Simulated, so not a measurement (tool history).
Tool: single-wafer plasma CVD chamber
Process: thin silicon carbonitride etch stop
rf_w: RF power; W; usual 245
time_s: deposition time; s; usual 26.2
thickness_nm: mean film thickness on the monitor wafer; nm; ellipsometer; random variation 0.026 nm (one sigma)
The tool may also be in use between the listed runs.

| run | hour | rf_w | time_s | read-back reference wafer on the same gauge, thickness_nm | thickness_nm |
|---|---|---|---|---|---|
| 1 | 0 | 245 | 26.2 | 18.603 | 16.944 |
|  | 16.4 | gauge calibrated |
| 2 | 29.2 | 245 | 23 | 18.602 | 14.851 |
| 3 | 57.8 | 245 | 26.2 | 18.592 | 16.944 |
| 4 | 73.4 | 280 | 26.2 | 18.596 | 17.662 |
| 5 | 91.5 | 245 | 24.9 | 18.604 | 16.061 |
| 6 | 104.1 | 245 | 24.9 | 18.596 | 16.052 |
| 7 | 132.6 | 245 | 24.9 | 18.601 | 16.043 |
| 8 | 163.5 | 245 | 29.6 | 18.603 | 19.065 |
|  | 190.3 | showerhead replaced |
| 9 | 195.8 | 245 | 29.6 | 18.602 | 19.093 |
| 10 | 212.8 | 215 | 28.7 | 18.605 | 17.716 |
| 11 | 240.6 | 285 | 31.4 | 18.594 | 21.222 |
| 12 | 267.8 | 290 | 26.2 | 18.596 | 17.819 |
| 13 | 287.3 | 290 | 26.2 | 18.601 | 17.806 |
| 14 | 322.6 | 210 | 22.4 | 18.602 | 13.718 |
|  | 323.2 | gauge calibrated |
|  | 337.4 | RF generator calibrated |
| 15 | 342.9 | 290 | 24.7 | 18.607 | 17.213 |
|  | 354 | thermocouple changed; heater temperature recalibrated |
| 16 | 360.4 | 245 | 24.9 | 18.601 | 16.426 |
| 17 | 389.3 | 285 | 23 | 18.601 | 15.909 |
| 18 | 411.9 | 245 | 26.2 | 18.6 | 17.305 |
| 19 | 439 | 225 | 26.2 | 18.603 | 16.795 |
| 20 | 468.9 | 260 | 24.6 | 18.598 | 16.507 |
| 21 | 503.2 | 205 | 26.2 | 18.605 | 16.284 |

5 ways to go on from here, each from the tool as it stands after run 21. What would each give?
| A | 503.6 | 245 | 26.2 | ? | ? |
| B | 503.6 | 245 | 29.8 | ? | ? |
| C | 503.6 | 210 | 26.2 | ? | ? |
| D | 503.6 | 225 | 30.9 | ? | ? |
| E | 503.6 | 265 | 23.2 | ? | ? |

| run | read-back reference wafer on the same gauge, thickness_nm | thickness_nm |
|---|---|---|
| A | 18.597 | 17.241 |
| B | 18.597 | 19.61 |
| C | 18.597 | 16.4 |
| D | 18.597 | 19.781 |
| E | 18.597 | 15.657 |
Without the tool's hidden state the same runs would have given:
| run | thickness_nm |
|---|---|
| A | 17.301 |
| B | 19.678 |
| C | 16.456 |
| D | 19.85 |
| E | 15.711 |
